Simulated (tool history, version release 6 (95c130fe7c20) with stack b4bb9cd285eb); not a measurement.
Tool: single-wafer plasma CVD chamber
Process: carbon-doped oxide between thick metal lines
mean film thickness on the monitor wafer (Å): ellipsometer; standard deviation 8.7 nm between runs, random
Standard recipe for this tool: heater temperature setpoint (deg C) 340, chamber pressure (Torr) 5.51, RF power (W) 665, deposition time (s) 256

run,hour,heater temperature setpoint (deg C),chamber pressure (Torr),RF power (W),deposition time (s),"read-back reference wafer on the same gauge, thickness_nm",mean film thickness on the monitor wafer (Å)
1,0.0,340,5.51,665,228,1708.673,14059.51
2,27.7,340,5.51,665,228,1707.961,13969.78
3,61.7,340,5.09,665,256,1711.006,15379.24
# hour 81.7: gauge calibrated
4,84.7,340,5.09,665,256,1710.191,15498.70
5,114.3,340,5.51,665,256,1709.327,15689.57
6,196.0,340,5.51,665,256,1708.157,15476.20
7,231.6,340,5.51,665,256,1707.104,15723.76
# hour 248.8: RF generator calibrated
8,249.3,331,6.59,665,256,1708.420,17025.79
9,281.2,331,6.59,665,256,1709.461,17097.46
10,312.5,340,5.51,665,256,1710.951,16168.36
11,330.1,340,5.51,665,256,1711.207,16071.30
12,365.5,340,5.51,665,256,1710.066,16232.99
13,398.1,344,5.51,715,256,1710.035,16899.28
# hour 427.2: showerhead replaced
14,427.7,340,5.51,765,256,1709.708,17765.96
# hour 440.3: capacitance manometer re-zeroed and calibrated
15,440.8,340,5.51,665,256,1712.152,16192.82
# hour 457.1: gauge calibrated
# hour 478.0: thermocouple changed; heater temperature recalibrated
16,478.5,352,5.51,775,256,1712.428,17204.14
17,485.5,340,5.51,665,210,1709.093,13206.28
18,506.6,340,6.01,665,256,1709.936,16294.05
19,536.4,340,5.51,665,256,1709.074,15935.48
20,566.3,340,5.51,665,256,1709.208,16060.60
21,586.1,340,5.51,665,256,1706.354,15871.91
22,603.3,340,5.51,545,298,1708.730,16038.23
23,616.5,330,5.51,665,256,1711.718,16681.96
24,633.6,340,5.51,665,256,1709.736,16155.06

Forecast each of these 3 alternatives for the next run:
A,634.1,340,5.51,665,256,?,?
B,634.1,344,5.94,570,256,?,?
C,634.1,340,6.12,700,256,?,?

run,"read-back reference wafer on the same gauge, thickness_nm",mean film thickness on the monitor wafer (Å)
A,1709.340,15882.21
B,1709.340,14058.46
C,1709.340,16652.20
Without the tool's hidden state the same runs would have given:
run,mean film thickness on the monitor wafer (Å)
A,16198.25
B,14353.00
C,16980.43

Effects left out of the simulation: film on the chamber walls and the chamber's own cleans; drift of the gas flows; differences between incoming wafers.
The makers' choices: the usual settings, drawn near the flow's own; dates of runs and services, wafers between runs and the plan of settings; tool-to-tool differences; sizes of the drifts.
